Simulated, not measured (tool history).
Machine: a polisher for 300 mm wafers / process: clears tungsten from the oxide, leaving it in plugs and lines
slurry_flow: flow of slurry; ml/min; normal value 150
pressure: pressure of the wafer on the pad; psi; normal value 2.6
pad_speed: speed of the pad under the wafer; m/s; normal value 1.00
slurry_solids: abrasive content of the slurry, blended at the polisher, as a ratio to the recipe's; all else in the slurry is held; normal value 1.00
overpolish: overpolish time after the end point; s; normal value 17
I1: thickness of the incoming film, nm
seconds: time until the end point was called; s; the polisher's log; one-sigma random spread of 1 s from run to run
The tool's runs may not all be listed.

{"run": 1, "hour": 0.0, "slurry_flow": 150, "pressure": 2.6, "pad_speed": 1.26, "slurry_solids": 1.0, "overpolish": 17, "I1": 244.7, "seconds": 67.6}
{"run": 2, "hour": 36.1, "slurry_flow": 150, "pressure": 2.6, "pad_speed": 1.0, "slurry_solids": 1.0, "overpolish": 17, "I1": 239.8, "seconds": 77.2}
{"run": 3, "hour": 81.2, "slurry_flow": 150, "pressure": 2.6, "pad_speed": 1.0, "slurry_solids": 1.0, "overpolish": 17, "I1": 239.7, "seconds": 71.0}
{"run": 4, "hour": 115.4, "slurry_flow": 150, "pressure": 2.6, "pad_speed": 1.0, "slurry_solids": 1.0, "overpolish": 17, "I1": 237.9, "seconds": 72.0}
{"run": 5, "hour": 173.8, "slurry_flow": 150, "pressure": 2.6, "pad_speed": 1.0, "slurry_solids": 1.0, "overpolish": 17, "I1": 239.8, "seconds": 71.8}
{"run": 6, "hour": 210.0, "slurry_flow": 150, "pressure": 2.4, "pad_speed": 1.0, "slurry_solids": 0.9, "overpolish": 17, "I1": 235.3, "seconds": 76.9}
{"run": 7, "hour": 256.6, "slurry_flow": 150, "pressure": 2.6, "pad_speed": 1.0, "slurry_solids": 1.0, "overpolish": 10, "I1": 241.6, "seconds": 69.8}
{"run": 8, "hour": 305.7, "slurry_flow": 150, "pressure": 2.6, "pad_speed": 1.0, "slurry_solids": 1.0, "overpolish": 10, "I1": 238.5, "seconds": 69.7}
{"run": 9, "hour": 338.4, "slurry_flow": 150, "pressure": 2.6, "pad_speed": 1.0, "slurry_solids": 1.0, "overpolish": 10, "I1": 240.5, "seconds": 72.7}
{"run": 10, "hour": 377.3, "slurry_flow": 150, "pressure": 3.3, "pad_speed": 1.0, "slurry_solids": 1.15, "overpolish": 17, "I1": 237.7, "seconds": 56.1}
{"run": 11, "hour": 427.5, "slurry_flow": 150, "pressure": 3.1, "pad_speed": 1.0, "slurry_solids": 1.0, "overpolish": 17, "I1": 239.2, "seconds": 62.6}
{"run": 12, "hour": 488.0, "slurry_flow": 150, "pressure": 2.6, "pad_speed": 1.0, "slurry_solids": 1.0, "overpolish": 17, "I1": 241.7, "seconds": 74.5}
{"run": 13, "hour": 546.2, "slurry_flow": 120, "pressure": 2.6, "pad_speed": 0.9, "slurry_solids": 1.0, "overpolish": 17, "I1": 236.1, "seconds": 83.5}
{"run": 14, "hour": 613.8, "slurry_flow": 150, "pressure": 2.6, "pad_speed": 1.0, "slurry_solids": 1.0, "overpolish": 17, "I1": 242.5, "seconds": 79.9}
{"run": 15, "hour": 677.5, "slurry_flow": 150, "pressure": 2.6, "pad_speed": 1.0, "slurry_solids": 1.0, "overpolish": 17, "I1": 242.2, "seconds": 82.6}
{"run": 16, "hour": 720.5, "slurry_flow": 150, "pressure": 3.5, "pad_speed": 1.0, "slurry_solids": 1.0, "overpolish": 17, "I1": 236.2, "seconds": 53.0}
{"run": 17, "hour": 747.0, "slurry_flow": 150, "pressure": 2.2, "pad_speed": 1.0, "slurry_solids": 1.0, "overpolish": 17, "I1": 239.8, "seconds": 82.0}
{"run": 18, "hour": 802.0, "slurry_flow": 150, "pressure": 2.6, "pad_speed": 1.0, "slurry_solids": 1.0, "overpolish": 17, "I1": 236.1, "seconds": 69.7}
{"run": 19, "hour": 832.0, "slurry_flow": 150, "pressure": 2.6, "pad_speed": 1.0, "slurry_solids": 1.0, "overpolish": 17, "I1": 238.6, "seconds": 70.9}
{"run": 20, "hour": 892.6, "slurry_flow": 150, "pressure": 2.6, "pad_speed": 1.0, "slurry_solids": 1.0, "overpolish": 17, "I1": 236.6, "seconds": 69.7}
{"run": 21, "hour": 952.0, "slurry_flow": 195, "pressure": 2.6, "pad_speed": 0.82, "slurry_solids": 0.85, "overpolish": 17, "I1": 237.5, "seconds": 81.0}
{"run": 22, "hour": 980.3, "slurry_flow": 120, "pressure": 2.9, "pad_speed": 1.0, "slurry_solids": 0.75, "overpolish": 17, "I1": 237.3, "seconds": 73.5}
{"run": 23, "hour": 1041.5, "slurry_flow": 135, "pressure": 2.9, "pad_speed": 1.0, "slurry_solids": 0.8, "overpolish": 22, "I1": 237.7, "seconds": 70.4}
{"run": 24, "hour": 1220.8, "slurry_flow": 150, "pressure": 2.6, "pad_speed": 1.0, "slurry_solids": 1.0, "overpolish": 17, "I1": 238.4, "seconds": 75.2}
{"run": 25, "hour": 1288.1, "slurry_flow": 165, "pressure": 3.4, "pad_speed": 1.24, "slurry_solids": 0.85, "overpolish": 17, "I1": 240.9, "seconds": 54.5}

Withheld: 15 entries from between the runs. Position of each, and hidden state at the listed run before versus the listed run after:
Run 2 -> run 3: slurry nozzle cleaned (hour 66.7)
  slurry flow missing at the pad, %: 32.4 -> 4.19
  the result without the hidden state subtracted from the measured one, seconds: +6.8 -> +0.5 s
Run 4 -> run 5: slurry tank refilled with fresh slurry and peroxide (hour 155.2)
  slurry flow missing at the pad, %: 4.41 -> 5.35
  the result without the hidden state subtracted from the measured one, seconds: +0.6 -> +0.8 s
Run 6 -> run 7: slurry blender recalibrated (hour 229.2); worn pad replaced by a new one (hour 254.7)
  slurry flow missing at the pad, %: 6.29 -> 7.89
  the result without the hidden state subtracted from the measured one, seconds: +1.0 -> +1.1 s
Run 12 -> run 13: slurry tank refilled with fresh slurry and peroxide (hour 522.8)
  slurry flow missing at the pad, %: 22.5 -> 27.9
  the result without the hidden state subtracted from the measured one, seconds: +4.0 -> +7.4 s
Run 13 -> run 14: slurry blender recalibrated (hour 549.9); worn pad replaced by a new one (hour 568.5)
  slurry flow missing at the pad, %: 27.9 -> 35.1
  the result without the hidden state subtracted from the measured one, seconds: +7.4 -> +7.9 s
Run 15 -> run 16: slurry nozzle cleaned (hour 703.7)
  slurry flow missing at the pad, %: 42.7 -> 0.345
  the result without the hidden state subtracted from the measured one, seconds: +11.2 -> +0.1 s
Run 17 -> run 18: head pressure recalibrated (hour 765.4)
  slurry flow missing at the pad, %: 0.51 -> 1.31
  the result without the hidden state subtracted from the measured one, seconds: +0.1 -> +0.2 s
Run 19 -> run 20: slurry tank refilled with fresh slurry and peroxide (hour 892.1)
  slurry flow missing at the pad, %: 2.02 -> 4
  the result without the hidden state subtracted from the measured one, seconds: +0.2 -> +0.6 s
Run 20 -> run 21: worn pad replaced by a new one (hour 899.5); slurry blender recalibrated (hour 920.3)
  slurry flow missing at the pad, %: 4 -> 6.68
  the result without the hidden state subtracted from the measured one, seconds: +0.6 -> +0.9 s
Run 23 -> run 24: worn pad replaced by a new one (hour 1187.7); slurry tank refilled with fresh slurry and peroxide (hour 1214.7)
  slurry flow missing at the pad, %: 12.1 -> 27.9
  the result without the hidden state subtracted from the measured one, seconds: +2.1 -> +5.4 s
Run 24 -> run 25: slurry blender recalibrated (hour 1241.8)
  slurry flow missing at the pad, %: 27.9 -> 35.6
  the result without the hidden state subtracted from the measured one, seconds: +5.4 -> +5.1 s
